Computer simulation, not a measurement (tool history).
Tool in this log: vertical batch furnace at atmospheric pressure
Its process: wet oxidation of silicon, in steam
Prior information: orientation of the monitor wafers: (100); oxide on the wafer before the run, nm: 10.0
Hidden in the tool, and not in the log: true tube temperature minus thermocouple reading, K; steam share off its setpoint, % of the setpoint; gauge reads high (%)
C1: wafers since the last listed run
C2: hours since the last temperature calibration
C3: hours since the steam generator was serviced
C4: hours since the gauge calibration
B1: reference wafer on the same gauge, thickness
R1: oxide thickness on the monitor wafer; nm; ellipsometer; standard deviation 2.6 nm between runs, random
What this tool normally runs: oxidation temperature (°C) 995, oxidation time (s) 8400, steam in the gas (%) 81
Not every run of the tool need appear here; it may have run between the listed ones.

run 1 day=0.000 | oxidation_temperature_(°C)=995 oxidation_time_(s)=8400 steam_in_the_gas_(%)=78 | C1=0 C2=1684.1 C3=2045.2 C4=696.2 | B1=628.78 | R1=582.28
run 2 day=3.558 | oxidation_temperature_(°C)=995 oxidation_time_(s)=8400 steam_in_the_gas_(%)=81 | C1=1481 C2=1769.5 C3=2130.6 C4=781.6 | B1=630.72 | R1=593.07
run 3 day=4.917 | oxidation_temperature_(°C)=1011 oxidation_time_(s)=9300 steam_in_the_gas_(%)=81 | C1=565 C2=1802.1 C3=2163.2 C4=814.2 | B1=629.91 | R1=702.04
run 4 day=6.221 | oxidation_temperature_(°C)=1011 oxidation_time_(s)=9300 steam_in_the_gas_(%)=81 | C1=543 C2=1833.4 C3=2194.5 C4=845.5 | B1=628.72 | R1=702.66
run 5 day=14.033 | oxidation_temperature_(°C)=1011 oxidation_time_(s)=9300 steam_in_the_gas_(%)=81 | C1=3253 C2=2020.9 C3=2382.0 C4=1033.0 | B1=628.64 | R1=705.64
run 6 day=17.446 | oxidation_temperature_(°C)=995 oxidation_time_(s)=8400 steam_in_the_gas_(%)=81 | C1=1421 C2=2102.8 C3=2463.9 C4=1114.9 | B1=627.72 | R1=599.46
-- day=24.729 gauge calibrated
run 7 day=25.433 | oxidation_temperature_(°C)=995 oxidation_time_(s)=8400 steam_in_the_gas_(%)=81 | C1=3326 C2=2294.5 C3=2655.6 C4=16.9 | B1=628.52 | R1=598.56
run 8 day=26.621 | oxidation_temperature_(°C)=995 oxidation_time_(s)=8400 steam_in_the_gas_(%)=81 | C1=494 C2=2323.0 C3=2684.1 C4=45.4 | B1=628.81 | R1=606.30
run 9 day=27.946 | oxidation_temperature_(°C)=995 oxidation_time_(s)=8400 steam_in_the_gas_(%)=81 | C1=551 C2=2354.8 C3=2715.9 C4=77.2 | B1=629.13 | R1=602.66
run 10 day=29.604 | oxidation_temperature_(°C)=995 oxidation_time_(s)=8400 steam_in_the_gas_(%)=81 | C1=690 C2=2394.6 C3=2755.7 C4=117.0 | B1=628.29 | R1=609.38
run 11 day=32.462 | oxidation_temperature_(°C)=995 oxidation_time_(s)=7230 steam_in_the_gas_(%)=81 | C1=1190 C2=2463.2 C3=2824.3 C4=185.6 | B1=628.21 | R1=547.36
run 12 day=35.388 | oxidation_temperature_(°C)=995 oxidation_time_(s)=7230 steam_in_the_gas_(%)=81 | C1=1218 C2=2533.4 C3=2894.5 C4=255.8 | B1=629.44 | R1=551.20
run 13 day=37.425 | oxidation_temperature_(°C)=995 oxidation_time_(s)=7230 steam_in_the_gas_(%)=81 | C1=848 C2=2582.3 C3=2943.4 C4=304.7 | B1=629.70 | R1=549.22
run 14 day=38.442 | oxidation_temperature_(°C)=995 oxidation_time_(s)=8400 steam_in_the_gas_(%)=81 | C1=423 C2=2606.7 C3=2967.8 C4=329.1 | B1=629.54 | R1=604.20
run 15 day=39.588 | oxidation_temperature_(°C)=995 oxidation_time_(s)=8400 steam_in_the_gas_(%)=81 | C1=477 C2=2634.2 C3=2995.3 C4=356.6 | B1=629.43 | R1=602.85
run 16 day=40.629 | oxidation_temperature_(°C)=1003 oxidation_time_(s)=8400 steam_in_the_gas_(%)=81 | C1=433 C2=2659.2 C3=3020.3 C4=381.6 | B1=627.27 | R1=636.76
-- day=41.717 thermocouples replaced and temperature profile calibrated
run 17 day=42.496 | oxidation_temperature_(°C)=995 oxidation_time_(s)=8400 steam_in_the_gas_(%)=93 | C1=360 C2=18.7 C3=3065.1 C4=426.4 | B1=629.30 | R1=638.52
run 18 day=44.183 | oxidation_temperature_(°C)=987 oxidation_time_(s)=8400 steam_in_the_gas_(%)=81 | C1=702 C2=59.2 C3=3105.6 C4=466.9 | B1=627.74 | R1=555.37
run 19 day=47.146 | oxidation_temperature_(°C)=995 oxidation_time_(s)=8400 steam_in_the_gas_(%)=93 | C1=1233 C2=130.3 C3=3176.7 C4=538.0 | B1=630.28 | R1=641.14
run 20 day=49.921 | oxidation_temperature_(°C)=995 oxidation_time_(s)=8400 steam_in_the_gas_(%)=78 | C1=1155 C2=196.9 C3=3243.3 C4=604.6 | B1=629.91 | R1=575.35
run 21 day=52.367 | oxidation_temperature_(°C)=1013 oxidation_time_(s)=12270 steam_in_the_gas_(%)=81 | C1=1018 C2=255.6 C3=3302.0 C4=663.3 | B1=630.46 | R1=823.47
run 22 day=53.708 | oxidation_temperature_(°C)=976 oxidation_time_(s)=12510 steam_in_the_gas_(%)=87 | C1=558 C2=287.8 C3=3334.2 C4=695.5 | B1=628.96 | R1=704.95
-- day=54.775 steam generator serviced
run 23 day=56.688 | oxidation_temperature_(°C)=995 oxidation_time_(s)=8400 steam_in_the_gas_(%)=81 | C1=824 C2=359.3 C3=45.9 C4=767.0 | B1=630.34 | R1=617.44
run 24 day=58.558 | oxidation_temperature_(°C)=1010 oxidation_time_(s)=6390 steam_in_the_gas_(%)=92 | C1=779 C2=404.2 C3=90.8 C4=811.9 | B1=629.23 | R1=614.15
run 25 day=60.275 | oxidation_temperature_(°C)=995 oxidation_time_(s)=10440 steam_in_the_gas_(%)=85 | C1=714 C2=445.4 C3=132.0 C4=853.1 | B1=628.46 | R1=724.72
run 26 day=63.117 | oxidation_temperature_(°C)=995 oxidation_time_(s)=10140 steam_in_the_gas_(%)=81 | C1=1183 C2=513.6 C3=200.2 C4=921.3 | B1=629.47 | R1=688.09
run 27 day=64.833 | oxidation_temperature_(°C)=995 oxidation_time_(s)=8400 steam_in_the_gas_(%)=81 | C1=714 C2=554.8 C3=241.4 C4=962.5 | B1=629.96 | R1=611.20
run 28 day=66.346 | oxidation_temperature_(°C)=987 oxidation_time_(s)=7080 steam_in_the_gas_(%)=86 | C1=629 C2=591.1 C3=277.7 C4=998.8 | B1=628.20 | R1=539.14
run 29 day=68.308 | oxidation_temperature_(°C)=1005 oxidation_time_(s)=8400 steam_in_the_gas_(%)=73 | C1=817 C2=638.2 C3=324.8 C4=1045.9 | B1=628.92 | R1=605.08
run 30 day=71.258 | oxidation_temperature_(°C)=995 oxidation_time_(s)=8400 steam_in_the_gas_(%)=81 | C1=1228 C2=709.0 C3=395.6 C4=1116.7 | B1=628.64 | R1=609.88
run 31 day=72.788 | oxidation_temperature_(°C)=972 oxidation_time_(s)=5430 steam_in_the_gas_(%)=91 | C1=636 C2=745.7 C3=432.3 C4=1153.4 | B1=629.20 | R1=416.18

4 options for the next run, each taken on its own from the tool as it stands now. Forecast them:
run A day=73.004 | oxidation_temperature_(°C)=995 oxidation_time_(s)=8400 steam_in_the_gas_(%)=81 | C1=90 C2=750.9 C3=437.5 C4=1158.6 | B1=? | R1=?
run B day=73.004 | oxidation_temperature_(°C)=1016 oxidation_time_(s)=9480 steam_in_the_gas_(%)=81 | C1=90 C2=750.9 C3=437.5 C4=1158.6 | B1=? | R1=?
run C day=73.004 | oxidation_temperature_(°C)=986 oxidation_time_(s)=8400 steam_in_the_gas_(%)=81 | C1=90 C2=750.9 C3=437.5 C4=1158.6 | B1=? | R1=?
run D day=73.004 | oxidation_temperature_(°C)=1013 oxidation_time_(s)=10650 steam_in_the_gas_(%)=88 | C1=90 C2=750.9 C3=437.5 C4=1158.6 | B1=? | R1=?

run=A B1=628.30 R1=605.29
run=B B1=628.30 R1=736.03
run=C B1=628.30 R1=571.41
run=D B1=628.30 R1=816.90
With no hidden state in the tool, these same runs would have given:
run=A R1=618.85
run=B R1=751.95
run=C R1=584.37
run=D R1=834.47
